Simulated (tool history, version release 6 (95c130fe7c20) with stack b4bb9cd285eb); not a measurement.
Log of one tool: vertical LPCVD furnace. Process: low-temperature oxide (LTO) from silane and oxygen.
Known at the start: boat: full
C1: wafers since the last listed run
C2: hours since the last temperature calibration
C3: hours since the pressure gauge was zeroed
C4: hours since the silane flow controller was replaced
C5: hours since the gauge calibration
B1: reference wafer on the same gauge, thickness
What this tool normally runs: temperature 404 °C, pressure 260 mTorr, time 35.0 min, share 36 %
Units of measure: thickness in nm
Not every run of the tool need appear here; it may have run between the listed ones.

{"run": 1, "day": 0.0, "temperature": 404, "pressure": 290, "time": 35.0, "share": 36, "C1": 0, "C2": 2698.6, "C3": 379.2, "C4": 6409.4, "C5": 2005.3, "B1": 374.46, "thickness": 426.04}
{"run": 2, "day": 10.517, "temperature": 404, "pressure": 260, "time": 35.0, "share": 36, "C1": 2854, "C2": 2951.0, "C3": 631.6, "C4": 6661.8, "C5": 2257.7, "B1": 374.2, "thickness": 383.7}
{"run": 3, "day": 22.942, "temperature": 404, "pressure": 260, "time": 35.0, "share": 36, "C1": 3372, "C2": 3249.2, "C3": 929.8, "C4": 6960.0, "C5": 2555.9, "B1": 374.09, "thickness": 387.38}
{"run": 4, "day": 27.425, "temperature": 413, "pressure": 245, "time": 35.0, "share": 36, "C1": 1217, "C2": 3356.8, "C3": 1037.4, "C4": 7067.6, "C5": 2663.5, "B1": 374.28, "thickness": 403.39}
{"run": 5, "day": 30.621, "temperature": 404, "pressure": 260, "time": 35.0, "share": 36, "C1": 867, "C2": 3433.5, "C3": 1114.1, "C4": 7144.3, "C5": 2740.2, "B1": 374.05, "thickness": 381.54}
{"day": 31.642, "done": "gauge calibrated"}
{"run": 6, "day": 33.904, "temperature": 404, "pressure": 260, "time": 35.0, "share": 36, "C1": 891, "C2": 3512.3, "C3": 1192.9, "C4": 7223.1, "C5": 54.3, "B1": 374.31, "thickness": 387.98}
{"day": 35.317, "done": "silane flow controller replaced"}
{"run": 7, "day": 36.738, "temperature": 404, "pressure": 260, "time": 35.0, "share": 36, "C1": 497, "C2": 3580.3, "C3": 1260.9, "C4": 34.1, "C5": 122.3, "B1": 373.87, "thickness": 364.92}
{"run": 8, "day": 39.217, "temperature": 404, "pressure": 260, "time": 35.0, "share": 36, "C1": 672, "C2": 3639.8, "C3": 1320.4, "C4": 93.6, "C5": 181.8, "B1": 374.5, "thickness": 366.45}
{"run": 9, "day": 42.883, "temperature": 404, "pressure": 275, "time": 41.5, "share": 36, "C1": 995, "C2": 3727.8, "C3": 1408.4, "C4": 181.6, "C5": 269.8, "B1": 373.96, "thickness": 460.32}
{"run": 10, "day": 47.346, "temperature": 404, "pressure": 260, "time": 35.0, "share": 36, "C1": 1211, "C2": 3834.9, "C3": 1515.5, "C4": 288.7, "C5": 376.9, "B1": 373.9, "thickness": 363.1}
{"run": 11, "day": 48.992, "temperature": 404, "pressure": 260, "time": 35.0, "share": 36, "C1": 446, "C2": 3874.4, "C3": 1555.0, "C4": 328.2, "C5": 416.4, "B1": 374.18, "thickness": 372.05}
{"run": 12, "day": 53.304, "temperature": 408, "pressure": 260, "time": 41.5, "share": 36, "C1": 1170, "C2": 3977.9, "C3": 1658.5, "C4": 431.7, "C5": 519.9, "B1": 373.95, "thickness": 457.5}
{"run": 13, "day": 56.483, "temperature": 393, "pressure": 215, "time": 35.0, "share": 36, "C1": 863, "C2": 4054.2, "C3": 1734.8, "C4": 508.0, "C5": 596.2, "B1": 374.02, "thickness": 266.62}
{"run": 14, "day": 60.138, "temperature": 404, "pressure": 260, "time": 35.0, "share": 36, "C1": 991, "C2": 4141.9, "C3": 1822.5, "C4": 595.7, "C5": 683.9, "B1": 374.05, "thickness": 370.54}
{"day": 61.304, "done": "pressure gauge zeroed"}
{"run": 15, "day": 62.267, "temperature": 395, "pressure": 260, "time": 35.0, "share": 36, "C1": 306, "C2": 4193.0, "C3": 23.1, "C4": 646.8, "C5": 735.0, "B1": 373.79, "thickness": 332.64}
{"run": 16, "day": 66.571, "temperature": 404, "pressure": 260, "time": 35.0, "share": 36, "C1": 1168, "C2": 4296.3, "C3": 126.4, "C4": 750.1, "C5": 838.3, "B1": 374.18, "thickness": 372.12}
{"run": 17, "day": 70.612, "temperature": 416, "pressure": 240, "time": 29.5, "share": 33, "C1": 1097, "C2": 4393.3, "C3": 223.4, "C4": 847.1, "C5": 935.3, "B1": 373.98, "thickness": 294.41}
{"run": 18, "day": 72.258, "temperature": 404, "pressure": 195, "time": 35.0, "share": 33, "C1": 446, "C2": 4432.8, "C3": 262.9, "C4": 886.6, "C5": 974.8, "B1": 373.79, "thickness": 248.44}
{"run": 19, "day": 75.517, "temperature": 404, "pressure": 260, "time": 35.0, "share": 36, "C1": 884, "C2": 4511.0, "C3": 341.1, "C4": 964.8, "C5": 1053.0, "B1": 373.96, "thickness": 368.71}
{"day": 77.212, "done": "thermocouples replaced and temperature profile calibrated"}
{"run": 20, "day": 79.488, "temperature": 404, "pressure": 200, "time": 35.0, "share": 39, "C1": 806, "C2": 54.6, "C3": 436.4, "C4": 1060.1, "C5": 1148.3, "B1": 373.56, "thickness": 318.0}
{"run": 21, "day": 83.75, "temperature": 394, "pressure": 260, "time": 41.0, "share": 36, "C1": 1157, "C2": 156.9, "C3": 538.7, "C4": 1162.4, "C5": 1250.6, "B1": 374.16, "thickness": 386.13}
{"run": 22, "day": 86.562, "temperature": 404, "pressure": 260, "time": 35.0, "share": 36, "C1": 763, "C2": 224.4, "C3": 606.2, "C4": 1229.9, "C5": 1318.1, "B1": 374.37, "thickness": 368.18}
{"run": 23, "day": 88.567, "temperature": 404, "pressure": 260, "time": 35.0, "share": 36, "C1": 544, "C2": 272.5, "C3": 654.3, "C4": 1278.0, "C5": 1366.2, "B1": 373.82, "thickness": 371.85}
{"run": 24, "day": 90.404, "temperature": 394, "pressure": 310, "time": 35.0, "share": 36, "C1": 498, "C2": 316.6, "C3": 698.4, "C4": 1322.1, "C5": 1410.3, "B1": 374.09, "thickness": 395.91}
{"run": 25, "day": 91.95, "temperature": 404, "pressure": 260, "time": 35.0, "share": 36, "C1": 419, "C2": 353.7, "C3": 735.5, "C4": 1359.2, "C5": 1447.4, "B1": 373.64, "thickness": 372.61}
{"run": 26, "day": 94.392, "temperature": 413, "pressure": 260, "time": 35.0, "share": 32, "C1": 662, "C2": 412.3, "C3": 794.1, "C4": 1417.8, "C5": 1506.0, "B1": 374.28, "thickness": 354.43}
{"run": 27, "day": 97.362, "temperature": 400, "pressure": 295, "time": 28.0, "share": 42, "C1": 806, "C2": 483.6, "C3": 865.4, "C4": 1489.1, "C5": 1577.3, "B1": 373.92, "thickness": 388.48}
{"run": 28, "day": 99.871, "temperature": 393, "pressure": 315, "time": 22.0, "share": 42, "C1": 680, "C2": 543.8, "C3": 925.6, "C4": 1549.3, "C5": 1637.5, "B1": 374.39, "thickness": 299.9}
{"run": 29, "day": 102.5, "temperature": 396, "pressure": 240, "time": 47.5, "share": 36, "C1": 713, "C2": 606.9, "C3": 988.7, "C4": 1612.4, "C5": 1700.6, "B1": 374.15, "thickness": 432.22}
{"run": 30, "day": 104.183, "temperature": 394, "pressure": 260, "time": 41.0, "share": 36, "C1": 456, "C2": 647.3, "C3": 1029.1, "C4": 1652.8, "C5": 1741.0, "B1": 374.13, "thickness": 389.38}
{"run": 31, "day": 107.762, "temperature": 410, "pressure": 260, "time": 35.0, "share": 36, "C1": 971, "C2": 733.2, "C3": 1115.0, "C4": 1738.7, "C5": 1826.9, "B1": 374.25, "thickness": 401.72}
{"run": 32, "day": 112.121, "temperature": 393, "pressure": 300, "time": 42.5, "share": 40, "C1": 1183, "C2": 837.8, "C3": 1219.6, "C4": 1843.3, "C5": 1931.5, "B1": 374.08, "thickness": 532.94}

Below are 3 alternative next runs, each starting from the tool's condition after run 32. Predict each:
{"run": "A", "day": 112.342, "temperature": 404, "pressure": 260, "time": 35.0, "share": 36, "C1": 59, "C2": 843.1, "C3": 1224.9, "C4": 1848.6, "C5": 1936.8, "B1": "?", "thickness": "?"}
{"run": "B", "day": 112.342, "temperature": 404, "pressure": 260, "time": 46.0, "share": 32, "C1": 59, "C2": 843.1, "C3": 1224.9, "C4": 1848.6, "C5": 1936.8, "B1": "?", "thickness": "?"}
{"run": "C", "day": 112.342, "temperature": 395, "pressure": 260, "time": 41.0, "share": 36, "C1": 59, "C2": 843.1, "C3": 1224.9, "C4": 1848.6, "C5": 1936.8, "B1": "?", "thickness": "?"}

run=A B1=374.06 thickness=376.23
run=B B1=374.06 thickness=423.45
run=C B1=374.06 thickness=398.00
Had the tool no hidden state, the same runs would have come out as:
run=A thickness=366.38
run=B thickness=410.70
run=C thickness=387.35
